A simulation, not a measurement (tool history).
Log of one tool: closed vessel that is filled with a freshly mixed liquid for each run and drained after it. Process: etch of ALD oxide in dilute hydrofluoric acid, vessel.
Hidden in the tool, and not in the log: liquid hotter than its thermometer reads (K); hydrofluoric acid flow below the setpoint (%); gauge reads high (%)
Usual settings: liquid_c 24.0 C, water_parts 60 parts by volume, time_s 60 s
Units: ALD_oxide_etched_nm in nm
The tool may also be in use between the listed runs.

| run | day | liquid_c | water_parts | time_s | wafers since the last listed run | hours since the thermometer was replaced | hours since the hydrofluoric acid flow meter was replaced | hours since the gauge calibration | read-back film thickness of the ALD oxide reference wafer, read on the same gauge (nm) | ALD_oxide_etched_nm |
|---|---|---|---|---|---|---|---|---|---|---|
| 1 | 0.000 | 24.0 | 60 | 60 | 0 | 197.1 | 215.3 | 103.9 | 39.98 | 27.80 |
| 2 | 0.662 | 24.0 | 60 | 60 | 1270 | 213.0 | 231.2 | 119.8 | 39.95 | 27.97 |
| 3 | 4.442 | 24.0 | 60 | 60 | 7247 | 303.7 | 321.9 | 210.5 | 40.03 | 27.77 |
| 4 | 5.233 | 24.0 | 60 | 60 | 1518 | 322.7 | 340.9 | 229.5 | 40.02 | 27.50 |
| 5 | 6.467 | 24.0 | 60 | 60 | 2365 | 352.3 | 370.5 | 259.1 | 40.00 | 27.53 |
| 6 | 7.088 | 24.0 | 60 | 60 | 1190 | 367.2 | 385.4 | 274.0 | 39.98 | 27.41 |
| 7 | 8.004 | 24.0 | 60 | 60 | 1758 | 389.2 | 407.4 | 296.0 | 40.04 | 27.28 |
| 8 | 9.042 | 24.0 | 60 | 60 | 1989 | 414.1 | 432.3 | 320.9 | 40.01 | 27.58 |
| 9 | 9.742 | 24.0 | 55 | 80 | 1342 | 430.9 | 449.1 | 337.7 | 40.01 | 39.53 |
| 10 | 11.008 | 24.0 | 55 | 80 | 2429 | 461.3 | 479.5 | 368.1 | 39.99 | 39.22 |
| 11 | 11.883 | 24.0 | 55 | 80 | 1678 | 482.3 | 500.5 | 389.1 | 39.99 | 38.93 |
| 12 | 13.017 | 24.0 | 60 | 60 | 2173 | 509.5 | 527.7 | 416.3 | 40.02 | 26.34 |
| 13 | 14.442 | 22.0 | 60 | 60 | 2732 | 543.7 | 561.9 | 450.5 | 40.01 | 24.25 |
| 14 | 15.196 | 24.0 | 60 | 60 | 1446 | 561.8 | 580.0 | 468.6 | 39.98 | 26.32 |
| 15 | 15.917 | 24.0 | 85 | 45 | 1382 | 579.1 | 597.3 | 485.9 | 39.98 | 13.44 |
| 16 | 16.908 | 28.0 | 35 | 30 | 1901 | 602.9 | 621.1 | 509.7 | 39.98 | 27.49 |
|  | 17.146 | hydrofluoric acid flow meter replaced |
| 17 | 18.288 | 24.0 | 60 | 60 | 2565 | 636.0 | 27.4 | 542.8 | 39.99 | 29.09 |
| 18 | 18.875 | 24.0 | 60 | 60 | 1126 | 650.1 | 41.5 | 556.9 | 39.99 | 28.84 |
| 19 | 20.262 | 28.5 | 45 | 80 | 2661 | 683.4 | 74.8 | 590.2 | 39.98 | 62.13 |
| 20 | 21.762 | 24.0 | 60 | 60 | 2876 | 719.4 | 110.8 | 626.2 | 39.99 | 28.49 |
|  | 21.971 | thermometer replaced |
| 21 | 22.900 | 24.0 | 80 | 90 | 2101 | 22.3 | 138.1 | 653.5 | 40.02 | 31.49 |
| 22 | 24.275 | 24.0 | 60 | 80 | 2637 | 55.3 | 171.1 | 686.5 | 40.00 | 37.66 |
| 23 | 25.504 | 27.0 | 85 | 45 | 2357 | 84.8 | 200.6 | 716.0 | 40.01 | 16.15 |
| 24 | 26.862 | 27.0 | 50 | 30 | 2605 | 117.4 | 233.2 | 748.6 | 40.00 | 19.40 |
|  | 27.871 | gauge calibrated |
| 25 | 28.350 | 24.0 | 30 | 50 | 2852 | 153.1 | 268.9 | 11.5 | 39.99 | 48.03 |
| 26 | 29.675 | 19.0 | 35 | 30 | 2541 | 184.9 | 300.7 | 43.3 | 40.06 | 19.78 |
| 27 | 30.962 | 24.0 | 60 | 70 | 2469 | 215.8 | 331.6 | 74.2 | 40.00 | 31.78 |
| 28 | 31.904 | 24.0 | 60 | 60 | 1806 | 238.4 | 354.2 | 96.8 | 39.98 | 26.98 |
| 29 | 32.721 | 20.0 | 60 | 60 | 1566 | 258.0 | 373.8 | 116.4 | 39.96 | 23.05 |
| 30 | 33.608 | 24.0 | 60 | 60 | 1702 | 279.3 | 395.1 | 137.7 | 40.03 | 27.21 |
| 31 | 34.692 | 26.5 | 50 | 30 | 2077 | 305.3 | 421.1 | 163.7 | 39.98 | 18.17 |
| 32 | 36.025 | 26.0 | 60 | 95 | 2557 | 337.3 | 453.1 | 195.7 | 40.00 | 46.61 |
| 33 | 37.325 | 28.0 | 60 | 35 | 2493 | 368.5 | 484.3 | 226.9 | 40.04 | 18.24 |
| 34 | 41.200 | 28.0 | 75 | 35 | 7431 | 461.5 | 577.3 | 319.9 | 40.04 | 14.16 |

Hidden state at the last listed run before each entry between runs and at the first one after, where it differs:
Between runs 16 and 17: hydrofluoric acid flow meter replaced (day 17.146)
  hydrofluoric acid flow below the setpoint (%): 9.38 -> 1.46
  measured less the result without the state, ALD_oxide_etched_nm: -3.01 -> -0.47 nm
Between runs 20 and 21: thermometer replaced (day 21.971)
  hydrofluoric acid flow below the setpoint (%): 2.65 -> 3.04
  measured less the result without the state, ALD_oxide_etched_nm: -0.84 -> -1.09 nm
Between runs 24 and 25: gauge calibrated (day 27.871)
  hydrofluoric acid flow below the setpoint (%): 4.4 -> 4.91
  measured less the result without the state, ALD_oxide_etched_nm: -0.96 -> -2.59 nm
